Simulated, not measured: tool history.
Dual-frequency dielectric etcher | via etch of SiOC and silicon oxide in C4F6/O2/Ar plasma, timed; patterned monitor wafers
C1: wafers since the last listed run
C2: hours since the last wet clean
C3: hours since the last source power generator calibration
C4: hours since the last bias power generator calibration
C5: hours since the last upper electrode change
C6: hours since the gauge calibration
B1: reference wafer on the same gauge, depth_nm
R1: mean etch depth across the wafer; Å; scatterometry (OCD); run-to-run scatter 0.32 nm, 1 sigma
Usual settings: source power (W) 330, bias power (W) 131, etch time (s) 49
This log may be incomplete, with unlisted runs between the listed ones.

run 1 hour=0 | source_power_(W)=290 bias_power_(W)=131 etch_time_(s)=49 | C1=0 C2=629.4 C3=1809.7 C4=3639.4 C5=2963.1 C6=472.3 | B1=40.59 | R1=449.9
run 2 hour=17.8 | source_power_(W)=330 bias_power_(W)=139 etch_time_(s)=49 | C1=165 C2=647.2 C3=1827.5 C4=3657.2 C5=2980.9 C6=490.1 | B1=40.53 | R1=482.9
-- hour=51 gauge calibrated
-- hour=54.3 wet clean of the chamber
run 3 hour=54.8 | source_power_(W)=330 bias_power_(W)=139 etch_time_(s)=49 | C1=120 C2=0.5 C3=1864.5 C4=3694.2 C5=3017.9 C6=3.8 | B1=40.46 | R1=479
run 4 hour=55.1 | source_power_(W)=330 bias_power_(W)=139 etch_time_(s)=49 | C1=2 C2=0.8 C3=1864.8 C4=3694.5 C5=3018.2 C6=4.1 | B1=40.5 | R1=484.7
run 5 hour=55.5 | source_power_(W)=330 bias_power_(W)=123 etch_time_(s)=49 | C1=3 C2=1.2 C3=1865.2 C4=3694.9 C5=3018.6 C6=4.5 | B1=40.61 | R1=459.3
run 6 hour=59.3 | source_power_(W)=330 bias_power_(W)=131 etch_time_(s)=55.5 | C1=35 C2=5 C3=1869 C4=3698.7 C5=3022.4 C6=8.3 | B1=40.53 | R1=533.8
run 7 hour=74.4 | source_power_(W)=330 bias_power_(W)=131 etch_time_(s)=55.5 | C1=140 C2=20.1 C3=1884.1 C4=3713.8 C5=3037.5 C6=23.4 | B1=40.46 | R1=526.4
-- hour=100.8 source power generator calibrated
-- hour=109.6 upper electrode replaced
run 8 hour=110.1 | source_power_(W)=330 bias_power_(W)=150 etch_time_(s)=49 | C1=212 C2=55.8 C3=9.3 C4=3749.5 C5=0.5 C6=59.1 | B1=40.54 | R1=493.4
run 9 hour=110.5 | source_power_(W)=330 bias_power_(W)=131 etch_time_(s)=49 | C1=3 C2=56.2 C3=9.7 C4=3749.9 C5=0.9 C6=59.5 | B1=40.48 | R1=467.6
run 10 hour=110.8 | source_power_(W)=400 bias_power_(W)=115 etch_time_(s)=56 | C1=2 C2=56.5 C3=10 C4=3750.2 C5=1.2 C6=59.8 | B1=40.57 | R1=550.4
run 11 hour=120.3 | source_power_(W)=410 bias_power_(W)=121 etch_time_(s)=42.5 | C1=88 C2=66 C3=19.5 C4=3759.7 C5=10.7 C6=69.3 | B1=40.42 | R1=428.6
run 12 hour=137.4 | source_power_(W)=330 bias_power_(W)=141 etch_time_(s)=56.5 | C1=158 C2=83.1 C3=36.6 C4=3776.8 C5=27.8 C6=86.4 | B1=40.42 | R1=554.5
run 13 hour=152.2 | source_power_(W)=300 bias_power_(W)=131 etch_time_(s)=54.5 | C1=137 C2=97.9 C3=51.4 C4=3791.6 C5=42.6 C6=101.2 | B1=40.4 | R1=504.6
run 14 hour=168.3 | source_power_(W)=380 bias_power_(W)=140 etch_time_(s)=49 | C1=149 C2=114 C3=67.5 C4=3807.7 C5=58.7 C6=117.3 | B1=40.46 | R1=502.2
-- hour=188.8 bias power generator calibrated
run 15 hour=191.7 | source_power_(W)=330 bias_power_(W)=131 etch_time_(s)=49 | C1=180 C2=137.4 C3=90.9 C4=2.9 C5=82.1 C6=140.7 | B1=40.49 | R1=471.7
run 16 hour=201.2 | source_power_(W)=400 bias_power_(W)=107 etch_time_(s)=43 | C1=88 C2=146.9 C3=100.4 C4=12.4 C5=91.6 C6=150.2 | B1=40.52 | R1=410.9
run 17 hour=209.9 | source_power_(W)=390 bias_power_(W)=99 etch_time_(s)=59 | C1=80 C2=155.6 C3=109.1 C4=21.1 C5=100.3 C6=158.9 | B1=40.56 | R1=543.1
run 18 hour=221.2 | source_power_(W)=330 bias_power_(W)=131 etch_time_(s)=49 | C1=104 C2=166.9 C3=120.4 C4=32.4 C5=111.6 C6=170.2 | B1=40.62 | R1=464.4
run 19 hour=231 | source_power_(W)=290 bias_power_(W)=149 etch_time_(s)=49 | C1=90 C2=176.7 C3=130.2 C4=42.2 C5=121.4 C6=180 | B1=40.48 | R1=472
run 20 hour=248 | source_power_(W)=300 bias_power_(W)=148 etch_time_(s)=62 | C1=157 C2=193.7 C3=147.2 C4=59.2 C5=138.4 C6=197 | B1=40.48 | R1=601
run 21 hour=256.4 | source_power_(W)=360 bias_power_(W)=157 etch_time_(s)=35.5 | C1=77 C2=202.1 C3=155.6 C4=67.6 C5=146.8 C6=205.4 | B1=40.47 | R1=372
run 22 hour=263.9 | source_power_(W)=330 bias_power_(W)=131 etch_time_(s)=49 | C1=69 C2=209.6 C3=163.1 C4=75.1 C5=154.3 C6=212.9 | B1=40.61 | R1=469.1
run 23 hour=280.7 | source_power_(W)=280 bias_power_(W)=131 etch_time_(s)=58.5 | C1=155 C2=226.4 C3=179.9 C4=91.9 C5=171.1 C6=229.7 | B1=40.39 | R1=530.3
run 24 hour=291.9 | source_power_(W)=350 bias_power_(W)=116 etch_time_(s)=62.5 | C1=103 C2=237.6 C3=191.1 C4=103.1 C5=182.3 C6=240.9 | B1=40.54 | R1=581.3
run 25 hour=307.5 | source_power_(W)=360 bias_power_(W)=100 etch_time_(s)=37.5 | C1=144 C2=253.2 C3=206.7 C4=118.7 C5=197.9 C6=256.5 | B1=40.52 | R1=339.7
run 26 hour=315.1 | source_power_(W)=330 bias_power_(W)=131 etch_time_(s)=49 | C1=70 C2=260.8 C3=214.3 C4=126.3 C5=205.5 C6=264.1 | B1=40.48 | R1=471
run 27 hour=329.8 | source_power_(W)=330 bias_power_(W)=131 etch_time_(s)=49 | C1=136 C2=275.5 C3=229 C4=141 C5=220.2 C6=278.8 | B1=40.48 | R1=473.5
run 28 hour=347 | source_power_(W)=330 bias_power_(W)=118 etch_time_(s)=49 | C1=159 C2=292.7 C3=246.2 C4=158.2 C5=237.4 C6=296 | B1=40.52 | R1=456.2
run 29 hour=354.3 | source_power_(W)=360 bias_power_(W)=162 etch_time_(s)=49 | C1=67 C2=300 C3=253.5 C4=165.5 C5=244.7 C6=303.3 | B1=40.49 | R1=521.6
run 30 hour=363.4 | source_power_(W)=330 bias_power_(W)=131 etch_time_(s)=49 | C1=84 C2=309.1 C3=262.6 C4=174.6 C5=253.8 C6=312.4 | B1=40.5 | R1=476.1

Consider 4 possible next runs. They are alternatives, not a sequence: every one starts from the tool as it was left by run 30. What does each give?
run A hour=363.8 | source_power_(W)=330 bias_power_(W)=131 etch_time_(s)=49 | C1=3 C2=309.5 C3=263 C4=175 C5=254.2 C6=312.8 | B1=? | R1=?
run B hour=363.8 | source_power_(W)=280 bias_power_(W)=131 etch_time_(s)=49 | C1=3 C2=309.5 C3=263 C4=175 C5=254.2 C6=312.8 | B1=? | R1=?
run C hour=363.8 | source_power_(W)=370 bias_power_(W)=118 etch_time_(s)=61.5 | C1=3 C2=309.5 C3=263 C4=175 C5=254.2 C6=312.8 | B1=? | R1=?
run D hour=363.8 | source_power_(W)=330 bias_power_(W)=140 etch_time_(s)=49 | C1=3 C2=309.5 C3=263 C4=175 C5=254.2 C6=312.8 | B1=? | R1=?

run=A B1=40.48 R1=472
run=B B1=40.48 R1=446.5
run=C B1=40.48 R1=594.3
run=D B1=40.48 R1=483.2
Without the tool's unlogged condition, the same runs would have read:
run=A R1=472
run=B R1=446.5
run=C R1=594.3
run=D R1=483.2
